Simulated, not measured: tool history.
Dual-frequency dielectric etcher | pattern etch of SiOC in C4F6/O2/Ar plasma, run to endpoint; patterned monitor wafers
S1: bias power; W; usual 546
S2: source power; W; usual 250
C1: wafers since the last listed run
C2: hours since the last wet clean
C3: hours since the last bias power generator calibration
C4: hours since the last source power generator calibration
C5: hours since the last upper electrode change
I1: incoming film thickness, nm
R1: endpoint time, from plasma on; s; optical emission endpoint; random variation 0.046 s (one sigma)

run	hour	S1	S2	C1	C2	C3	C4	C5	I1	R1
1	0.0	546	220	0	256.7	1829.7	350.2	2173.1	40.34	14.8
2	50.2	546	220	780	306.9	1879.9	400.4	2223.3	40.36	14.9
3	140.2	546	220	1399	396.9	1969.9	490.4	2313.3	39.80	14.5
4	181.9	546	250	648	438.6	2011.6	532.1	2355.0	39.96	13.5
# hour 227.1: wet clean of the chamber
5	268.7	546	250	976	41.6	2098.4	618.9	2441.8	40.47	14.0
6	369.3	546	250	1564	142.2	2199.0	719.5	2542.4	39.82	13.6
7	442.3	508	250	1135	215.2	2272.0	792.5	2615.4	39.79	14.1
8	516.8	508	250	1158	289.7	2346.5	867.0	2689.9	40.07	14.1
9	613.5	546	250	1503	386.4	2443.2	963.7	2786.6	39.76	13.5
# hour 681.8: upper electrode replaced
10	702.9	546	250	1016	475.8	2532.6	1053.1	21.1	39.50	13.2
# hour 744.0: wet clean of the chamber
11	796.7	501	250	1085	52.7	2626.4	1146.9	114.9	40.19	14.4
# hour 839.3: bias power generator calibrated
12	851.8	651	280	794	107.8	12.5	1202.0	170.0	40.29	12.2
13	957.0	651	280	1635	213.0	117.7	1307.2	275.2	40.27	12.2
14	997.3	452	270	626	253.3	158.0	1347.5	315.5	39.90	14.1
# hour 1043.3: source power generator calibrated
15	1077.2	546	250	1180	333.2	237.9	33.9	395.4	40.31	13.7
16	1179.0	546	300	1582	435.0	339.7	135.7	497.2	39.95	12.3
# hour 1242.9: wet clean of the chamber
17	1243.4	417	310	628	0.5	404.1	200.1	561.6	40.16	13.8
18	1302.0	424	300	911	59.1	462.7	258.7	620.2	40.52	14.1
19	1394.1	546	200	1432	151.2	554.8	350.8	712.3	39.93	15.7
20	1455.9	546	250	960	213.0	616.6	412.6	774.1	39.79	13.7
21	1494.3	677	210	597	251.4	655.0	451.0	812.5	39.85	13.7
22	1562.5	441	230	1060	319.6	723.2	519.2	880.7	40.11	15.6
23	1599.4	605	220	573	356.5	760.1	556.1	917.6	40.02	13.9
# hour 1729.4: wet clean of the chamber
24	1729.9	451	210	1656	0.5	890.6	686.6	1048.1	39.74	16.5
25	1787.6	422	200	897	58.2	948.3	744.3	1105.8	39.76	17.4
26	1841.2	546	220	833	111.8	1001.9	797.9	1159.4	40.53	15.0

Forecast each of these 4 alternatives for the next run:
A	1841.6	546	290	6	112.2	1002.3	798.3	1159.8	39.82	?
B	1841.6	646	250	6	112.2	1002.3	798.3	1159.8	39.82	?
C	1841.6	665	210	6	112.2	1002.3	798.3	1159.8	39.82	?
D	1841.6	627	250	6	112.2	1002.3	798.3	1159.8	39.82	?

run	R1
A	12.7
B	12.8
C	13.9
D	13.0
Without the tool's hidden state the same runs would have given:
run	R1
A	12.8
B	12.9
C	14.0
D	13.1
